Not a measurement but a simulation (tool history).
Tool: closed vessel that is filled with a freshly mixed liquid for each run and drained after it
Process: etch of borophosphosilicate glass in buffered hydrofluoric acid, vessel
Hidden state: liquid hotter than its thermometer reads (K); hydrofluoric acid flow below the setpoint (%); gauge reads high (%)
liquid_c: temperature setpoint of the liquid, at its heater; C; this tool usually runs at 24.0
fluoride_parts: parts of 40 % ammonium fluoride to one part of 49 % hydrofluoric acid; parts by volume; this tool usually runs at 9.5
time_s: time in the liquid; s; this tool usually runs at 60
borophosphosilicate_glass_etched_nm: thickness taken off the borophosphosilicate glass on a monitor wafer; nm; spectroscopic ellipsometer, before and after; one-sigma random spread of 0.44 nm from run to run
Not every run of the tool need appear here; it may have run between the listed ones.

run    hour  liquid_c  fluoride_parts  time_s  wafers since the last listed run  hours since the thermometer was replaced  hours since the hydrofluoric acid flow meter was replaced  hours since the gauge calibration  read-back film thickness of the borophosphosilicate glass reference wafer, read on the same gauge (nm)  borophosphosilicate_glass_etched_nm
  1     0.0      24.0             9.5      60                                 0                                     569.4                                                      921.2                             1074.4                                                                                                   30.46                               128.50
  2    51.6      24.0             9.5      60                              3495                                     621.0                                                      972.8                             1126.0                                                                                                   30.47                               128.51
  3   136.9      24.0             9.5      60                              5778                                     706.3                                                     1058.1                             1211.3                                                                                                   30.53                               129.55
  4   187.1      22.5             9.5      60                              3400                                     756.5                                                     1108.3                             1261.5                                                                                                   30.51                               119.30
  5   234.3      22.5             9.5      60                              3197                                     803.7                                                     1155.5                             1308.7                                                                                                   30.59                               119.85
  6   289.5      22.5             9.5      60                              3739                                     858.9                                                     1210.7                             1363.9                                                                                                   30.60                               119.00
  7   353.7      21.0             9.5      60                              4348                                     923.1                                                     1274.9                             1428.1                                                                                                   30.61                               110.47
  8   394.3      21.0             9.5      60                              2750                                     963.7                                                     1315.5                             1468.7                                                                                                   30.63                               110.14
  9   497.8      21.0             9.5      60                              7011                                    1067.2                                                     1419.0                             1572.2                                                                                                   30.67                               110.69
      543.9  -- thermometer replaced
 10   568.7      22.0             9.5      60                              4734                                      24.8                                                     1489.9                             1643.1                                                                                                   30.72                               117.05
 11   630.9      24.0             9.5      60                              4213                                      87.0                                                     1552.1                             1705.3                                                                                                   30.70                               130.27
      642.7  -- hydrofluoric acid flow meter replaced
 12   667.6      24.0             8.5      60                              2418                                     123.7                                                       24.9                             1742.0                                                                                                   30.76                               143.29
      762.5  -- gauge calibrated
 13   910.5      24.0             8.5      60                             16453                                     366.6                                                      267.8                              148.0                                                                                                   29.98                               140.11
 14   963.3      24.0             8.5      60                              3576                                     419.4                                                      320.6                              200.8                                                                                                   30.00                               140.19
 15  1066.0      24.0             9.5      60                              6956                                     522.1                                                      423.3                              303.5                                                                                                   30.06                               127.12
 16  1139.4      22.5            12.5      90                              4972                                     595.5                                                      496.7                              376.9                                                                                                   30.11                               136.85
 17  1185.6      28.0             6.0      40                              3129                                     641.7                                                      542.9                              423.1                                                                                                   30.10                               165.55
 18  1266.5      19.0             9.5      30                              5480                                     722.6                                                      623.8                              504.0                                                                                                   30.17                                48.48
 19  1364.4      24.0             8.5      60                              6631                                     820.5                                                      721.7                              601.9                                                                                                   30.19                               141.44
 20  1454.6      24.0            13.0      45                              6110                                     910.7                                                      811.9                              692.1                                                                                                   30.22                                71.26
 21  1504.4      27.5            12.5      40                              3373                                     960.5                                                      861.7                              741.9                                                                                                   30.25                                80.49
 22  1550.9      25.5            10.5      60                              3149                                    1007.0                                                      908.2                              788.4                                                                                                   30.28                               127.92
     1566.9  -- thermometer replaced
 23  1633.9      22.5             9.5      60                              5554                                      67.0                                                      991.2                              871.4                                                                                                   30.30                               118.29
 24  1706.8      24.0             9.5      60                              4938                                     139.9                                                     1064.1                              944.3                                                                                                   30.33                               128.40
 25  1811.6      22.0             6.5      90                              7099                                     244.7                                                     1168.9                             1049.1                                                                                                   30.35                               252.33
 26  1847.6      28.5             9.5      60                              2438                                     280.7                                                     1204.9                             1085.1                                                                                                   30.40                               164.55
 27  1901.3      24.0             9.5      60                              3637                                     334.4                                                     1258.6                             1138.8                                                                                                   30.44                               128.20
 28  1938.8      20.0             6.0      80                              2540                                     371.9                                                     1296.1                             1176.3                                                                                                   30.43                               216.95
 29  2028.1      24.0             9.5      60                              6049                                     461.2                                                     1385.4                             1265.6                                                                                                   30.46                               129.04

Branching from run 29: 3 alternative next runs. What would each branch give?
  A  2028.8      24.0             9.5      60                                47                                     461.9                                                     1386.1                             1266.3                                                                                                       ?                                    ?
  B  2028.8      20.5             7.0      75                                47                                     461.9                                                     1386.1                             1266.3                                                                                                       ?                                    ?
  C  2028.8      27.0             6.0      30                                47                                     461.9                                                     1386.1                             1266.3                                                                                                       ?                                    ?

run  read-back film thickness of the borophosphosilicate glass reference wafer, read on the same gauge (nm)  borophosphosilicate_glass_etched_nm
  A                                                                                                   30.48                               129.06
  B                                                                                                   30.48                               181.79
  C                                                                                                   30.48                               118.20
Stripped of hidden state, with their random variation kept, the same runs would have yielded:
run  borophosphosilicate_glass_etched_nm
  A                               127.03
  B                               178.93
  C                               116.34

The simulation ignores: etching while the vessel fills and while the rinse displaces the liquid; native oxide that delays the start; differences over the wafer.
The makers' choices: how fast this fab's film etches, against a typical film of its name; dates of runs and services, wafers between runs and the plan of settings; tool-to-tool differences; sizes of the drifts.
